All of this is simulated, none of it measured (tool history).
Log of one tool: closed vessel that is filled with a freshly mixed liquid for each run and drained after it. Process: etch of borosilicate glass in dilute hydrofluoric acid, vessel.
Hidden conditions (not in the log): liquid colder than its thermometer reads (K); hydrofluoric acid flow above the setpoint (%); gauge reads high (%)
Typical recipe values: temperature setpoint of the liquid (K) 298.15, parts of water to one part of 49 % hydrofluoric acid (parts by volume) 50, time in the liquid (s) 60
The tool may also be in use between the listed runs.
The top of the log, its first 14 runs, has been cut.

run    hour  temperature setpoint of the liquid (K)  parts of water to one part of 49 % hydrofluoric acid (parts by volume)  time in the liquid (s)  wafers since the last listed run  hours since the thermometer was replaced  hours since the hydrofluoric acid flow meter was replaced  hours since the gauge calibration  read-back film thickness of the borosilicate glass reference wafer, read on the same gauge (nm)  thickness taken off the borosilicate glass on a monitor wafer (Å)
      831.9  -- thermometer replaced
 15   884.5                                  293.65                                                                      50                      60                             10396                                      52.6                                                      495.8                              435.3                                                                                           122.45                                                              357.2
 16   949.1                                  298.15                                                                      35                      75                              9719                                     117.2                                                      560.4                              499.9                                                                                           122.73                                                              786.9
 17   993.1                                  298.15                                                                      50                      85                              6619                                     161.2                                                      604.4                              543.9                                                                                           122.91                                                              611.3
 18  1032.1                                  296.15                                                                      50                      60                              5867                                     200.2                                                      643.4                              582.9                                                                                           123.08                                                              397.3
 19  1082.9                                  299.65                                                                      60                      60                              7642                                       251                                                      694.2                              633.7                                                                                            123.3                                                              376.6
 20  1132.2                                  298.15                                                                      50                      60                              7417                                     300.3                                                      743.5                                683                                                                                           123.51                                                              434.8
 21  1178.7                                  298.15                                                                      50                      60                              6995                                     346.8                                                        790                              729.5                                                                                           123.74                                                              436.7
 22  1219.7                                  299.65                                                                      45                      45                              6168                                     387.8                                                        831                              770.5                                                                                           123.93                                                              392.9
 23  1252.6                                  298.15                                                                      30                      60                              4949                                     420.7                                                      863.9                              803.4                                                                                           124.06                                                                746
 24  1320.7                                  295.65                                                                      30                      35                             10245                                     488.8                                                        932                              871.5                                                                                           124.36                                                              395.7
 25  1369.1                                  298.15                                                                      50                      60                              7281                                     537.2                                                      980.4                              919.9                                                                                           124.61                                                              434.9
 26  1434.7                                  298.15                                                                      50                      60                              9869                                     602.8                                                       1046                              985.5                                                                                           124.85                                                              439.3
 27  1464.4                                  300.65                                                                      50                      45                              4468                                     632.5                                                     1075.7                             1015.2                                                                                           124.98                                                              363.4
 28  1530.9                                  298.15                                                                      70                      60                             10004                                       699                                                     1142.2                             1081.7                                                                                           125.29                                                              303.5
 29  1570.4                                  302.15                                                                      30                      90                              5942                                     738.5                                                     1181.7                             1121.2                                                                                           125.43                                                             1323.7
 30  1610.5                                  296.15                                                                      50                      30                              6033                                     778.6                                                     1221.8                             1161.3                                                                                           125.64                                                              200.9
 31  1638.1                                  298.15                                                                      50                      60                              4152                                     806.2                                                     1249.4                             1188.9                                                                                           125.76                                                              438.1
 32  1691.9                                  296.65                                                                      25                      70                              8094                                       860                                                     1303.2                             1242.7                                                                                           126.01                                                             1004.8
       1746  -- thermometer replaced
 33  1762.9                                  302.15                                                                      70                      35                             10531                                      16.9                                                     1374.2                             1313.7                                                                                           126.34                                                              210.6

Forecast each of these 4 alternatives for the next run:
  A  1763.6                                  298.15                                                                      50                      60                               105                                      17.6                                                     1374.9                             1314.4                                                                                                ?                                                                  ?
  B  1763.6                                  293.65                                                                      60                      30                               105                                      17.6                                                     1374.9                             1314.4                                                                                                ?                                                                  ?
  C  1763.6                                  294.15                                                                      40                      60                               105                                      17.6                                                     1374.9                             1314.4                                                                                                ?                                                                  ?
  D  1763.6                                  298.15                                                                      50                      75                               105                                      17.6                                                     1374.9                             1314.4                                                                                                ?                                                                  ?

run  read-back film thickness of the borosilicate glass reference wafer, read on the same gauge (nm)  thickness taken off the borosilicate glass on a monitor wafer (Å)
  A                                                                                           126.32                                                              443.8
  B                                                                                           126.32                                                              151.5
  C                                                                                           126.32                                                              475.8
  D                                                                                           126.32                                                              554.8
The same runs, with their run-to-run variation unchanged, on a tool lacking any hidden condition would have given:
run  thickness taken off the borosilicate glass on a monitor wafer (Å)
  A                                                              421.6
  B                                                                144
  C                                                                452
  D                                                              527.1
